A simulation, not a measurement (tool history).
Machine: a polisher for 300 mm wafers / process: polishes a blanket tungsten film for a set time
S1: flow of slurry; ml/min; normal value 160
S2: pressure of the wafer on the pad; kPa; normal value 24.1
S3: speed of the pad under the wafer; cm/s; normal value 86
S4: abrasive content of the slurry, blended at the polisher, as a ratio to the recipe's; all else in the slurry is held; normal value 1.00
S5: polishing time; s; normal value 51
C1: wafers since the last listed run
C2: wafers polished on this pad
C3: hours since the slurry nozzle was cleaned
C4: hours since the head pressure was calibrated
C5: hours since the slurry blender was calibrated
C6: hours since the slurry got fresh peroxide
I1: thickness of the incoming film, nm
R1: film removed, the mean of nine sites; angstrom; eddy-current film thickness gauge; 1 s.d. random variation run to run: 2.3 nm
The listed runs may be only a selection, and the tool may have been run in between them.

{"run": 1, "hour": 0.0, "S1": 160, "S2": 24.1, "S3": 86, "S4": 1.0, "S5": 51, "C1": 0, "C2": 892, "C3": 28.8, "C4": 134.4, "C5": 246.8, "C6": 23.9, "I1": 1432.2, "R1": 1991}
{"run": 2, "hour": 32.6, "S1": 160, "S2": 24.1, "S3": 86, "S4": 1.0, "S5": 51, "C1": 222, "C2": 1115, "C3": 61.4, "C4": 167.0, "C5": 279.4, "C6": 56.5, "I1": 1402.9, "R1": 2020}
{"run": 3, "hour": 89.3, "S1": 160, "S2": 24.1, "S3": 86, "S4": 1.0, "S5": 51, "C1": 386, "C2": 1501, "C3": 118.1, "C4": 223.7, "C5": 336.1, "C6": 113.2, "I1": 1393.7, "R1": 1971}
{"run": 4, "hour": 123.8, "S1": 160, "S2": 24.1, "S3": 86, "S4": 1.0, "S5": 51, "C1": 235, "C2": 1736, "C3": 152.6, "C4": 258.2, "C5": 370.6, "C6": 147.7, "I1": 1404.3, "R1": 1961}
{"run": 5, "hour": 185.4, "S1": 160, "S2": 24.1, "S3": 86, "S4": 1.0, "S5": 46, "C1": 419, "C2": 2156, "C3": 214.2, "C4": 319.8, "C5": 432.2, "C6": 209.3, "I1": 1413.3, "R1": 1760}
{"hour": 248.1, "done": "slurry blender recalibrated"}
{"hour": 332.8, "done": "worn pad replaced by a new one"}
{"run": 6, "hour": 355.5, "S1": 160, "S2": 24.1, "S3": 86, "S4": 1.0, "S5": 51, "C1": 1117, "C2": 154, "C3": 384.3, "C4": 489.9, "C5": 107.4, "C6": 379.4, "I1": 1407.2, "R1": 2107}
{"run": 7, "hour": 381.1, "S1": 160, "S2": 24.1, "S3": 86, "S4": 0.75, "S5": 51, "C1": 174, "C2": 328, "C3": 409.9, "C4": 515.5, "C5": 133.0, "C6": 405.0, "I1": 1416.9, "R1": 1981}
{"hour": 442.2, "done": "slurry tank refilled with fresh slurry and peroxide"}
{"run": 8, "hour": 443.4, "S1": 160, "S2": 24.1, "S3": 86, "S4": 1.0, "S5": 51, "C1": 417, "C2": 746, "C3": 472.2, "C4": 577.8, "C5": 195.3, "C6": 1.2, "I1": 1427.1, "R1": 2112}
{"run": 9, "hour": 505.1, "S1": 160, "S2": 24.1, "S3": 86, "S4": 1.25, "S5": 37, "C1": 420, "C2": 1166, "C3": 533.9, "C4": 639.5, "C5": 257.0, "C6": 62.9, "I1": 1411.0, "R1": 1593}
{"run": 10, "hour": 531.9, "S1": 145, "S2": 31.0, "S3": 86, "S4": 1.0, "S5": 40, "C1": 182, "C2": 1349, "C3": 560.7, "C4": 666.3, "C5": 283.8, "C6": 89.7, "I1": 1403.8, "R1": 2065}
{"run": 11, "hour": 564.8, "S1": 160, "S2": 24.1, "S3": 102, "S4": 1.1, "S5": 51, "C1": 224, "C2": 1573, "C3": 593.6, "C4": 699.2, "C5": 316.7, "C6": 122.6, "I1": 1416.2, "R1": 2559}
{"run": 12, "hour": 612.1, "S1": 160, "S2": 24.1, "S3": 98, "S4": 1.0, "S5": 51, "C1": 322, "C2": 1895, "C3": 640.9, "C4": 746.5, "C5": 364.0, "C6": 169.9, "I1": 1406.1, "R1": 2415}
{"run": 13, "hour": 677.1, "S1": 115, "S2": 24.1, "S3": 68, "S4": 0.75, "S5": 39, "C1": 442, "C2": 2338, "C3": 705.9, "C4": 811.5, "C5": 429.0, "C6": 234.9, "I1": 1417.7, "R1": 1076}
{"hour": 681.5, "done": "slurry blender recalibrated"}
{"run": 14, "hour": 726.7, "S1": 160, "S2": 24.1, "S3": 86, "S4": 1.0, "S5": 51, "C1": 324, "C2": 2663, "C3": 755.5, "C4": 861.1, "C5": 45.2, "C6": 284.5, "I1": 1382.4, "R1": 2306}
{"hour": 734.9, "done": "worn pad replaced by a new one"}
{"hour": 745.0, "done": "slurry nozzle cleaned"}
{"run": 15, "hour": 777.4, "S1": 160, "S2": 24.1, "S3": 66, "S4": 1.0, "S5": 46, "C1": 311, "C2": 282, "C3": 32.4, "C4": 911.8, "C5": 95.9, "C6": 335.2, "I1": 1423.9, "R1": 1553}
{"run": 16, "hour": 822.9, "S1": 160, "S2": 29.0, "S3": 86, "S4": 0.85, "S5": 59, "C1": 309, "C2": 592, "C3": 77.9, "C4": 957.3, "C5": 141.4, "C6": 380.7, "I1": 1390.3, "R1": 3026}
{"run": 17, "hour": 887.1, "S1": 160, "S2": 24.1, "S3": 86, "S4": 1.0, "S5": 51, "C1": 437, "C2": 1030, "C3": 142.1, "C4": 1021.5, "C5": 205.6, "C6": 444.9, "I1": 1408.8, "R1": 2264}
{"hour": 908.2, "done": "slurry tank refilled with fresh slurry and peroxide"}
{"run": 18, "hour": 913.4, "S1": 105, "S2": 21.4, "S3": 86, "S4": 1.0, "S5": 51, "C1": 172, "C2": 1202, "C3": 168.4, "C4": 1047.8, "C5": 231.9, "C6": 5.2, "I1": 1423.9, "R1": 1860}

Predict the results of run 19:
{"run": 19, "hour": 952.4, "S1": 115, "S2": 24.1, "S3": 86, "S4": 1.0, "S5": 65, "C1": 265, "C2": 1468, "C3": 207.4, "C4": 1086.8, "C5": 270.9, "C6": 44.2, "I1": 1399.1, "R1": "?"}

{"run 19": {"R1": 2712}}
Take away the tool's hidden state, keep the run-to-run variation as it was, and the same run would have given R1 2569 angstrom.
